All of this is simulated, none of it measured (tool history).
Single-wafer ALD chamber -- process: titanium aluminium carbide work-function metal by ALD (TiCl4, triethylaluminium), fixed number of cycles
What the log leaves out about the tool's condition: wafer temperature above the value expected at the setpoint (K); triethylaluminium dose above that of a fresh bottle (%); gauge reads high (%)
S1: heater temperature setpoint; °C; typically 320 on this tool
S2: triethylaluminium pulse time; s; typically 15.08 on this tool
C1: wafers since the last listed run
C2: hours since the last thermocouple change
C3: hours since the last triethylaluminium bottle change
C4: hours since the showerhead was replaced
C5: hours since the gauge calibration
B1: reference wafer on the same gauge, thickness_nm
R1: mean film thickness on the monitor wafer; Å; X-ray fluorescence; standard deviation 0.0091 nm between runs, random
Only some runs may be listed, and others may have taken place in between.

{"run": 1, "hour": 0.0, "S1": 320, "S2": 15.08, "C1": 0, "C2": 1886.5, "C3": 135.5, "C4": 3299.4, "C5": 960.5, "B1": 2.359, "R1": 21.43}
{"run": 2, "hour": 80.5, "S1": 320, "S2": 15.08, "C1": 663, "C2": 1967, "C3": 216, "C4": 3379.9, "C5": 1041, "B1": 2.36, "R1": 21.55}
{"run": 3, "hour": 130.6, "S1": 320, "S2": 15.08, "C1": 412, "C2": 2017.1, "C3": 266.1, "C4": 3430, "C5": 1091.1, "B1": 2.362, "R1": 21.44}
{"run": 4, "hour": 197.8, "S1": 320, "S2": 10.27, "C1": 553, "C2": 2084.3, "C3": 333.3, "C4": 3497.2, "C5": 1158.3, "B1": 2.36, "R1": 19.75}
{"run": 5, "hour": 285.8, "S1": 320, "S2": 10.27, "C1": 724, "C2": 2172.3, "C3": 421.3, "C4": 3585.2, "C5": 1246.3, "B1": 2.36, "R1": 19.64}
{"hour": 425.4, "done": "triethylaluminium bottle replaced"}
{"run": 6, "hour": 591.9, "S1": 320, "S2": 15.08, "C1": 2455, "C2": 2478.4, "C3": 166.5, "C4": 3891.3, "C5": 1552.4, "B1": 2.36, "R1": 21.63}
{"run": 7, "hour": 628.1, "S1": 320, "S2": 11.34, "C1": 298, "C2": 2514.6, "C3": 202.7, "C4": 3927.5, "C5": 1588.6, "B1": 2.362, "R1": 20.68}
{"run": 8, "hour": 666.2, "S1": 320, "S2": 11.34, "C1": 313, "C2": 2552.7, "C3": 240.8, "C4": 3965.6, "C5": 1626.7, "B1": 2.36, "R1": 20.6}
{"hour": 693.8, "done": "gauge calibrated"}
{"run": 9, "hour": 713.9, "S1": 320, "S2": 11.34, "C1": 392, "C2": 2600.4, "C3": 288.5, "C4": 4013.3, "C5": 20.1, "B1": 2.359, "R1": 20.72}
{"run": 10, "hour": 796.7, "S1": 320, "S2": 17.53, "C1": 681, "C2": 2683.2, "C3": 371.3, "C4": 4096.1, "C5": 102.9, "B1": 2.361, "R1": 21.52}
{"run": 11, "hour": 848.7, "S1": 320, "S2": 17.53, "C1": 428, "C2": 2735.2, "C3": 423.3, "C4": 4148.1, "C5": 154.9, "B1": 2.36, "R1": 21.45}
{"hour": 886.6, "done": "triethylaluminium bottle replaced"}
{"hour": 931.5, "done": "thermocouple changed; heater temperature recalibrated"}
{"run": 12, "hour": 944.5, "S1": 320, "S2": 15.08, "C1": 657, "C2": 13, "C3": 57.9, "C4": 4243.9, "C5": 250.7, "B1": 2.36, "R1": 21.08}
{"run": 13, "hour": 997.0, "S1": 320, "S2": 15.08, "C1": 432, "C2": 65.5, "C3": 110.4, "C4": 4296.4, "C5": 303.2, "B1": 2.36, "R1": 21.21}
{"run": 14, "hour": 1100.3, "S1": 320, "S2": 15.08, "C1": 850, "C2": 168.8, "C3": 213.7, "C4": 4399.7, "C5": 406.5, "B1": 2.36, "R1": 21.23}
{"run": 15, "hour": 1197.7, "S1": 320, "S2": 15.08, "C1": 802, "C2": 266.2, "C3": 311.1, "C4": 4497.1, "C5": 503.9, "B1": 2.361, "R1": 21.18}
{"run": 16, "hour": 1295.6, "S1": 320, "S2": 11.74, "C1": 806, "C2": 364.1, "C3": 409, "C4": 4595, "C5": 601.8, "B1": 2.362, "R1": 20.64}
{"run": 17, "hour": 1391.3, "S1": 320, "S2": 15.08, "C1": 788, "C2": 459.8, "C3": 504.7, "C4": 4690.7, "C5": 697.5, "B1": 2.359, "R1": 21.34}
{"hour": 1421.9, "done": "triethylaluminium bottle replaced"}
{"run": 18, "hour": 1444.5, "S1": 325, "S2": 10.86, "C1": 372, "C2": 513, "C3": 22.6, "C4": 4743.9, "C5": 750.7, "B1": 2.361, "R1": 20.66}
{"hour": 1509.8, "done": "showerhead replaced"}
{"run": 19, "hour": 1529.9, "S1": 306, "S2": 10.57, "C1": 637, "C2": 598.4, "C3": 108, "C4": 20.1, "C5": 836.1, "B1": 2.359, "R1": 18.58}
{"run": 20, "hour": 1637.7, "S1": 320, "S2": 12.43, "C1": 887, "C2": 706.2, "C3": 215.8, "C4": 127.9, "C5": 943.9, "B1": 2.36, "R1": 20.84}
{"run": 21, "hour": 1727.5, "S1": 326, "S2": 15.08, "C1": 739, "C2": 796, "C3": 305.6, "C4": 217.7, "C5": 1033.7, "B1": 2.36, "R1": 21.68}
{"hour": 1898.0, "done": "triethylaluminium bottle replaced"}
{"run": 22, "hour": 2044.9, "S1": 310, "S2": 13.21, "C1": 2548, "C2": 1113.4, "C3": 146.9, "C4": 535.1, "C5": 1351.1, "B1": 2.357, "R1": 20.27}
{"run": 23, "hour": 2082.2, "S1": 306, "S2": 19.78, "C1": 307, "C2": 1150.7, "C3": 184.2, "C4": 572.4, "C5": 1388.4, "B1": 2.361, "R1": 20.08}
{"run": 24, "hour": 2137.3, "S1": 320, "S2": 11.9, "C1": 453, "C2": 1205.8, "C3": 239.3, "C4": 627.5, "C5": 1443.5, "B1": 2.359, "R1": 20.74}
{"run": 25, "hour": 2192.1, "S1": 320, "S2": 15.08, "C1": 451, "C2": 1260.6, "C3": 294.1, "C4": 682.3, "C5": 1498.3, "B1": 2.36, "R1": 21.42}

Alternative continuations, all from the tool just after run 25; predict every row:
{"run": "A", "hour": 2192.5, "S1": 320, "S2": 15.08, "C1": 3, "C2": 1261, "C3": 294.5, "C4": 682.7, "C5": 1498.7, "B1": "?", "R1": "?"}
{"run": "B", "hour": 2192.5, "S1": 311, "S2": 18.99, "C1": 3, "C2": 1261, "C3": 294.5, "C4": 682.7, "C5": 1498.7, "B1": "?", "R1": "?"}
{"run": "C", "hour": 2192.5, "S1": 313, "S2": 10.65, "C1": 3, "C2": 1261, "C3": 294.5, "C4": 682.7, "C5": 1498.7, "B1": "?", "R1": "?"}
{"run": "D", "hour": 2192.5, "S1": 330, "S2": 10.35, "C1": 3, "C2": 1261, "C3": 294.5, "C4": 682.7, "C5": 1498.7, "B1": "?", "R1": "?"}

run=A B1=2.36 R1=21.27
run=B B1=2.36 R1=20.49
run=C B1=2.36 R1=19.21
run=D B1=2.36 R1=20.46
What these runs would have given with no unlogged condition in the tool:
run=A R1=21.02
run=B R1=20.25
run=C R1=18.99
run=D R1=20.23
